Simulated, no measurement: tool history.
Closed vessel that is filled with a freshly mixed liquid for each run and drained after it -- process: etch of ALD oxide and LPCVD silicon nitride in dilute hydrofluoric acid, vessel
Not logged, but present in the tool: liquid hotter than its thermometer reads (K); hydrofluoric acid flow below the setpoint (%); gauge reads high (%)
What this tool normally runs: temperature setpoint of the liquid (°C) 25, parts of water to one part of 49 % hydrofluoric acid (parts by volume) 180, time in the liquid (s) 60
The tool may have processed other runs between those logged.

run	hour	temperature setpoint of the liquid (°C)	parts of water to one part of 49 % hydrofluoric acid (parts by volume)	time in the liquid (s)	wafers since the last listed run	hours since the thermometer was replaced	hours since the hydrofluoric acid flow meter was replaced	hours since the gauge calibration	read-back film thickness of the ALD oxide reference wafer, read on the same gauge (nm)	read-back film thickness of the LPCVD silicon nitride reference wafer, read on the same gauge (nm)	thickness taken off the ALD oxide on a monitor wafer (Å)	thickness taken off the LPCVD silicon nitride on a monitor wafer (Å)
1	0	25	180	50	0	1170.3	894.5	720.6	110.01	80.037	67.9	1.26
2	41.6	25	180	60	5129	1211.9	936.1	762.2	110.05	79.96	82.4	1.71
3	91	25	115	60	6090	1261.3	985.5	811.6	110.03	79.961	138.3	2.65
4	143.2	25	115	60	6436	1313.5	1037.7	863.8	110.01	79.989	137.9	2.72
5	211	25	180	60	8359	1381.3	1105.5	931.6	110	79.949	82.3	1.7
6	253.2	25	180	60	5203	1423.5	1147.7	973.8	110	80.016	81.5	1.88
7	321.2	25	180	60	8384	1491.5	1215.7	1041.8	109.97	79.972	80.9	1.88
8	382.6	25	200	60	7570	1552.9	1277.1	1103.2	109.99	79.975	72	1.42
9	408.1	25	180	60	3144	1578.4	1302.6	1128.7	110.02	79.988	81.4	1.48
# hour 428.1: gauge calibrated
10	474.7	25	180	60	8211	1645	1369.2	46.6	110.03	80.01	82.3	1.74
11	546.7	25	180	60	8877	1717	1441.2	118.6	110.03	79.994	81.4	1.57
12	610	25	180	60	7804	1780.3	1504.5	181.9	109.97	79.96	82	1.79
13	641.7	25	180	60	3908	1812	1536.2	213.6	110.04	80.041	81.8	1.79
14	667.2	25	180	60	3144	1837.5	1561.7	239.1	110.01	80.001	82.4	2.07
15	722.2	22.5	145	60	6781	1892.5	1616.7	294.1	110.01	80.04	96.3	1.72
16	749.6	23.5	270	60	3378	1919.9	1644.1	321.5	110	80.015	46.3	0.99
# hour 751: hydrofluoric acid flow meter replaced
17	775.8	25	140	60	3107	1946.1	24.8	347.7	110.03	79.983	109.4	2.19
18	834	25	180	60	7175	2004.3	83	405.9	110.02	80.003	81.9	1.96
19	865.6	25	130	85	3896	2035.9	114.6	437.5	109.95	80.002	170.4	4.08
20	909.8	21	210	95	5449	2080.1	158.8	481.7	110	79.999	93.1	1.6
21	962	25	180	60	6436	2132.3	211	533.9	109.97	80.01	82.2	1.73
22	1048.8	27.5	180	75	10702	2219.1	297.8	620.7	109.98	79.983	112	2.33
# hour 1053: thermometer replaced
23	1075.1	25	215	60	3119	22.1	324.1	647	110.02	79.994	65.5	1.61
24	1142.8	28.5	235	30	8347	89.8	391.8	714.7	109.97	80.038	33.4	0.81
25	1174.5	27.5	90	70	3908	121.5	423.5	746.4	110.03	79.991	234.8	5.66
26	1219.3	27	180	60	5523	166.3	468.3	791.2	110.01	79.996	87.9	2.06
27	1411	22.5	225	40	23635	358	660	982.9	110.02	79.989	38	0.83

How the hidden state differs across the entries between the runs, from the last listed run before each to the first after it:
In the gap between runs 9 and 10: gauge calibrated (hour 428.1)
  the hidden state is the same at both runs
In the gap between runs 16 and 17: hydrofluoric acid flow meter replaced (hour 751)
  the hidden state is the same at both runs
In the gap between runs 22 and 23: thermometer replaced (hour 1053)
  the hidden state is the same at both runs
